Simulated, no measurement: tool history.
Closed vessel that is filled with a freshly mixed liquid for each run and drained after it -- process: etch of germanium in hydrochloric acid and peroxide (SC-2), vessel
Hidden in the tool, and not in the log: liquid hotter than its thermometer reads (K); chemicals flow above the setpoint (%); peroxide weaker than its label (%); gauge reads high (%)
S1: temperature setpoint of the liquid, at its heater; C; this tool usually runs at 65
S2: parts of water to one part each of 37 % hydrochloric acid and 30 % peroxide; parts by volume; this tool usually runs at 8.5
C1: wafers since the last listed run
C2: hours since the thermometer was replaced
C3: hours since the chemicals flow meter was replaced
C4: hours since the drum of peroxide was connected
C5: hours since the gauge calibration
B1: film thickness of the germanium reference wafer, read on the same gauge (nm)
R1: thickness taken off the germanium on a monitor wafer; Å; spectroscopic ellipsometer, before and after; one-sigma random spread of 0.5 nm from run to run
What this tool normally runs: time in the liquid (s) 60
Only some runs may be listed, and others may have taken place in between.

{"run": 1, "hour": 0.0, "S1": 65, "S2": 8.5, "time in the liquid (s)": 40, "C1": 0, "C2": 2164.1, "C3": 2518.2, "C4": 456.9, "C5": 217.2, "B1": 129.99, "R1": 1271.8}
{"run": 2, "hour": 7.5, "S1": 65, "S2": 8.5, "time in the liquid (s)": 60, "C1": 1021, "C2": 2171.6, "C3": 2525.7, "C4": 464.4, "C5": 224.7, "B1": 129.99, "R1": 1923.5}
{"run": 3, "hour": 18.4, "S1": 65, "S2": 8.5, "time in the liquid (s)": 60, "C1": 1484, "C2": 2182.5, "C3": 2536.6, "C4": 475.3, "C5": 235.6, "B1": 129.97, "R1": 1916.3}
{"run": 4, "hour": 34.9, "S1": 65, "S2": 8.5, "time in the liquid (s)": 60, "C1": 2247, "C2": 2199, "C3": 2553.1, "C4": 491.8, "C5": 252.1, "B1": 130, "R1": 1916.2}
{"hour": 48.7, "done": "thermometer replaced"}
{"hour": 51.4, "done": "chemicals flow meter replaced"}
{"run": 5, "hour": 52.3, "S1": 65, "S2": 8.5, "time in the liquid (s)": 60, "C1": 2098, "C2": 3.6, "C3": 0.9, "C4": 509.2, "C5": 269.5, "B1": 130, "R1": 1795}
{"run": 6, "hour": 67.9, "S1": 65, "S2": 8.5, "time in the liquid (s)": 60, "C1": 2125, "C2": 19.2, "C3": 16.5, "C4": 524.8, "C5": 285.1, "B1": 129.98, "R1": 1797.6}
{"run": 7, "hour": 76.7, "S1": 65, "S2": 8.5, "time in the liquid (s)": 60, "C1": 1198, "C2": 28, "C3": 25.3, "C4": 533.6, "C5": 293.9, "B1": 130.02, "R1": 1797.9}
{"hour": 81.0, "done": "gauge calibrated"}
{"run": 8, "hour": 88.7, "S1": 65, "S2": 8.5, "time in the liquid (s)": 80, "C1": 1634, "C2": 40, "C3": 37.3, "C4": 545.6, "C5": 7.7, "B1": 130.01, "R1": 2383.8}
{"run": 9, "hour": 106.5, "S1": 65, "S2": 8.5, "time in the liquid (s)": 80, "C1": 2425, "C2": 57.8, "C3": 55.1, "C4": 563.4, "C5": 25.5, "B1": 130.03, "R1": 2397.7}
{"hour": 111.5, "done": "new drum of peroxide connected"}
{"run": 10, "hour": 118.6, "S1": 65, "S2": 8.5, "time in the liquid (s)": 80, "C1": 1512, "C2": 69.9, "C3": 67.2, "C4": 7.1, "C5": 37.6, "B1": 130.01, "R1": 2401.2}
{"run": 11, "hour": 128.9, "S1": 65, "S2": 8.5, "time in the liquid (s)": 90, "C1": 1403, "C2": 80.2, "C3": 77.5, "C4": 17.4, "C5": 47.9, "B1": 130, "R1": 2705.1}
{"run": 12, "hour": 136.0, "S1": 65, "S2": 8.5, "time in the liquid (s)": 60, "C1": 967, "C2": 87.3, "C3": 84.6, "C4": 24.5, "C5": 55, "B1": 129.97, "R1": 1800.1}
{"run": 13, "hour": 153.5, "S1": 65, "S2": 8.5, "time in the liquid (s)": 60, "C1": 2384, "C2": 104.8, "C3": 102.1, "C4": 42, "C5": 72.5, "B1": 129.99, "R1": 1800.7}
{"run": 14, "hour": 161.8, "S1": 72, "S2": 8.5, "time in the liquid (s)": 90, "C1": 1130, "C2": 113.1, "C3": 110.4, "C4": 50.3, "C5": 80.8, "B1": 130, "R1": 3304.2}
{"run": 15, "hour": 178.5, "S1": 59, "S2": 6.5, "time in the liquid (s)": 60, "C1": 2275, "C2": 129.8, "C3": 127.1, "C4": 67, "C5": 97.5, "B1": 129.99, "R1": 1549.3}
{"run": 16, "hour": 192.0, "S1": 61.5, "S2": 10.5, "time in the liquid (s)": 80, "C1": 1839, "C2": 143.3, "C3": 140.6, "C4": 80.5, "C5": 111, "B1": 130.01, "R1": 2126.6}
{"run": 17, "hour": 200.8, "S1": 65, "S2": 11.5, "time in the liquid (s)": 40, "C1": 1198, "C2": 152.1, "C3": 149.4, "C4": 89.3, "C5": 119.8, "B1": 130, "R1": 1163.3}
{"run": 18, "hour": 213.2, "S1": 65, "S2": 8.5, "time in the liquid (s)": 60, "C1": 1689, "C2": 164.5, "C3": 161.8, "C4": 101.7, "C5": 132.2, "B1": 129.99, "R1": 1802.7}
{"run": 19, "hour": 220.3, "S1": 65, "S2": 8.5, "time in the liquid (s)": 60, "C1": 967, "C2": 171.6, "C3": 168.9, "C4": 108.8, "C5": 139.3, "B1": 130.01, "R1": 1801.8}
{"run": 20, "hour": 233.9, "S1": 65, "S2": 11.5, "time in the liquid (s)": 60, "C1": 1852, "C2": 185.2, "C3": 182.5, "C4": 122.4, "C5": 152.9, "B1": 129.99, "R1": 1746.4}
{"run": 21, "hour": 242.8, "S1": 65, "S2": 11.5, "time in the liquid (s)": 90, "C1": 1212, "C2": 194.1, "C3": 191.4, "C4": 131.3, "C5": 161.8, "B1": 130.03, "R1": 2617.1}
{"run": 22, "hour": 256.8, "S1": 71.5, "S2": 7, "time in the liquid (s)": 60, "C1": 1907, "C2": 208.1, "C3": 205.4, "C4": 145.3, "C5": 175.8, "B1": 130.01, "R1": 2212.3}
{"run": 23, "hour": 274.2, "S1": 72, "S2": 7, "time in the liquid (s)": 35, "C1": 2370, "C2": 225.5, "C3": 222.8, "C4": 162.7, "C5": 193.2, "B1": 130.03, "R1": 1308.3}
{"run": 24, "hour": 285.9, "S1": 65, "S2": 7.5, "time in the liquid (s)": 45, "C1": 1593, "C2": 237.2, "C3": 234.5, "C4": 174.4, "C5": 204.9, "B1": 130.02, "R1": 1370.4}
{"run": 25, "hour": 294.9, "S1": 60, "S2": 8.5, "time in the liquid (s)": 80, "C1": 1226, "C2": 246.2, "C3": 243.5, "C4": 183.4, "C5": 213.9, "B1": 129.98, "R1": 2091.6}
{"run": 26, "hour": 306.1, "S1": 57.5, "S2": 8.5, "time in the liquid (s)": 30, "C1": 1525, "C2": 257.4, "C3": 254.7, "C4": 194.6, "C5": 225.1, "B1": 129.99, "R1": 723.8}
{"run": 27, "hour": 313.7, "S1": 65, "S2": 8.5, "time in the liquid (s)": 60, "C1": 1035, "C2": 265, "C3": 262.3, "C4": 202.2, "C5": 232.7, "B1": 130.01, "R1": 1816.7}
{"run": 28, "hour": 328.9, "S1": 62, "S2": 8.5, "time in the liquid (s)": 60, "C1": 2070, "C2": 280.2, "C3": 277.5, "C4": 217.4, "C5": 247.9, "B1": 130, "R1": 1663.4}
{"run": 29, "hour": 343.8, "S1": 65, "S2": 8.5, "time in the liquid (s)": 60, "C1": 2029, "C2": 295.1, "C3": 292.4, "C4": 232.3, "C5": 262.8, "B1": 130.02, "R1": 1821.1}

Branching from run 29: 5 alternative next runs. What would each branch give?
{"run": "A", "hour": 344.5, "S1": 61.5, "S2": 8.5, "time in the liquid (s)": 60, "C1": 95, "C2": 295.8, "C3": 293.1, "C4": 233, "C5": 263.5, "B1": "?", "R1": "?"}
{"run": "B", "hour": 344.5, "S1": 65, "S2": 8.5, "time in the liquid (s)": 70, "C1": 95, "C2": 295.8, "C3": 293.1, "C4": 233, "C5": 263.5, "B1": "?", "R1": "?"}
{"run": "C", "hour": 344.5, "S1": 72, "S2": 12, "time in the liquid (s)": 45, "C1": 95, "C2": 295.8, "C3": 293.1, "C4": 233, "C5": 263.5, "B1": "?", "R1": "?"}
{"run": "D", "hour": 344.5, "S1": 68.5, "S2": 12, "time in the liquid (s)": 95, "C1": 95, "C2": 295.8, "C3": 293.1, "C4": 233, "C5": 263.5, "B1": "?", "R1": "?"}
{"run": "E", "hour": 344.5, "S1": 65, "S2": 8.5, "time in the liquid (s)": 30, "C1": 95, "C2": 295.8, "C3": 293.1, "C4": 233, "C5": 263.5, "B1": "?", "R1": "?"}

run=A B1=129.99 R1=1640.3
run=B B1=129.99 R1=2117.3
run=C B1=129.99 R1=1583.1
run=D B1=129.99 R1=3039.8
run=E B1=129.99 R1=907.4
Without the tool's unlogged condition, the same runs would have read:
run=A R1=1617.9
run=B R1=2089
run=C R1=1563.2
run=D R1=3000.8
run=E R1=895.3
